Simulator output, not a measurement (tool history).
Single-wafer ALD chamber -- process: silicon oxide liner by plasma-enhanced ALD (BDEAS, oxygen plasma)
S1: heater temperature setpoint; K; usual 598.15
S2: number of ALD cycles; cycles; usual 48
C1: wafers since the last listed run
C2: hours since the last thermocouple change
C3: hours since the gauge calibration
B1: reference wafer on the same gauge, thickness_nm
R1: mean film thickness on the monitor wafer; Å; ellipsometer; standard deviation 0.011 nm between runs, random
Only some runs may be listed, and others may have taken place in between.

Run 1, hour 0: usual settings but S1 589.15 K; C1 0; C2 858.7; C3 1050.5; B1 4.561. Result: R1 46.15 Å.
Run 2, hour 78.8: usual settings but S1 602.15 K; C1 753; C2 937.5; C3 1129.3; B1 4.561. Result: R1 45.27 Å.
Run 3, hour 120.2: usual settings but S1 602.15 K; C1 396; C2 978.9; C3 1170.7; B1 4.561. Result: R1 45.04 Å.
Run 4, hour 161.5: usual settings but S1 606.15 K; C1 395; C2 1020.2; C3 1212; B1 4.562. Result: R1 44.72 Å.
Run 5, hour 260.4: usual settings but S1 605.15 K, S2 50 cycles; C1 946; C2 1119.1; C3 1310.9; B1 4.559. Result: R1 46.64 Å.
Run 6, hour 315.6: usual settings but S1 605.15 K, S2 50 cycles; C1 528; C2 1174.3; C3 1366.1; B1 4.56. Result: R1 46.63 Å.
Run 7, hour 353.9: usual settings but S2 43 cycles; C1 366; C2 1212.6; C3 1404.4; B1 4.562. Result: R1 40.64 Å.
Run 8, hour 402.1: usual settings; C1 461; C2 1260.8; C3 1452.6; B1 4.562. Result: R1 45.42 Å.
Run 9, hour 505.4: usual settings; C1 988; C2 1364.1; C3 1555.9; B1 4.56. Result: R1 45.34 Å.
Run 10, hour 554.6: usual settings but S1 591.15 K, S2 46 cycles; C1 470; C2 1413.3; C3 1605.1; B1 4.555. Result: R1 43.92 Å.
Run 11, hour 639.6: usual settings but S1 590.15 K, S2 40 cycles; C1 813; C2 1498.3; C3 1690.1; B1 4.561. Result: R1 38.33 Å.
At hour 673.7: thermocouple changed; heater temperature recalibrated.
Run 12, hour 707.5: usual settings but S1 590.15 K, S2 40 cycles; C1 573; C2 33.8; C3 1758; B1 4.558. Result: R1 38.67 Å.
Run 13, hour 771: usual settings but S1 591.15 K; C1 607; C2 97.3; C3 1821.5; B1 4.556. Result: R1 46.26 Å.
At hour 798.1: gauge calibrated.
Run 14, hour 850.6: usual settings but S1 591.15 K; C1 761; C2 176.9; C3 52.5; B1 4.557. Result: R1 46.26 Å.
Run 15, hour 928.3: usual settings; C1 743; C2 254.6; C3 130.2; B1 4.56. Result: R1 45.77 Å.
Run 16, hour 1011.9: usual settings; C1 799; C2 338.2; C3 213.8; B1 4.556. Result: R1 45.78 Å.
Run 17, hour 1102.8: usual settings; C1 869; C2 429.1; C3 304.7; B1 4.559. Result: R1 45.54 Å.
Run 18, hour 1152.2: usual settings but S1 611.15 K; C1 472; C2 478.5; C3 354.1; B1 4.558. Result: R1 44.66 Å.
Run 19, hour 1300.2: usual settings but S1 588.15 K; C1 1416; C2 626.5; C3 502.1; B1 4.563. Result: R1 46.42 Å.
Run 20, hour 1614.2: usual settings but S1 587.15 K, S2 55 cycles; C1 3004; C2 940.5; C3 816.1; B1 4.561. Result: R1 52.94 Å.
Run 21, hour 1745.7: usual settings; C1 1258; C2 1072; C3 947.6; B1 4.564. Result: R1 45.59 Å.
Run 22, hour 1817.1: usual settings but S1 584.15 K, S2 41 cycles; C1 683; C2 1143.4; C3 1019; B1 4.558. Result: R1 39.71 Å.
Run 23, hour 1870.9: usual settings but S1 611.15 K; C1 514; C2 1197.2; C3 1072.8; B1 4.555. Result: R1 44.51 Å.
Run 24, hour 1920.3: usual settings but S2 54 cycles; C1 472; C2 1246.6; C3 1122.2; B1 4.555. Result: R1 51.04 Å.
Run 25, hour 2009.6: usual settings but S1 604.15 K; C1 854; C2 1335.9; C3 1211.5; B1 4.556. Result: R1 44.96 Å.
Run 26, hour 2051.4: usual settings but S1 604.15 K, S2 40 cycles; C1 399; C2 1377.7; C3 1253.3; B1 4.557. Result: R1 37.36 Å.
Run 27, hour 2152.8: usual settings but S1 590.15 K, S2 41 cycles; C1 970; C2 1479.1; C3 1354.7; B1 4.56. Result: R1 39.23 Å.
At hour 2181.2: thermocouple changed; heater temperature recalibrated.
Run 28, hour 2236.8: usual settings but S1 612.15 K; C1 727; C2 55.6; C3 1438.7; B1 4.555. Result: R1 44.7 Å.

What if the next run were any one of these 5? Each begins from the tool's condition after run 28:
Run A, hour 2237.3: usual settings; C1 4; C2 56.1; C3 1439.2; B1 ?. Result: R1 ?.
Run B, hour 2237.3: usual settings but S1 605.15 K, S2 53 cycles; C1 4; C2 56.1; C3 1439.2; B1 ?. Result: R1 ?.
Run C, hour 2237.3: usual settings but S1 609.15 K; C1 4; C2 56.1; C3 1439.2; B1 ?. Result: R1 ?.
Run D, hour 2237.3: usual settings but S2 57 cycles; C1 4; C2 56.1; C3 1439.2; B1 ?. Result: R1 ?.
Run E, hour 2237.3: usual settings but S1 589.15 K, S2 44 cycles; C1 4; C2 56.1; C3 1439.2; B1 ?. Result: R1 ?.

run    B1     R1
  A  4.56  45.76
  B  4.56  49.94
  C  4.56  44.93
  D  4.56  54.34
  E  4.56  42.57
What these runs would have given with no unlogged condition in the tool:
run     R1
  A  45.86
  B  50.05
  C  45.02
  D  54.45
  E  42.66
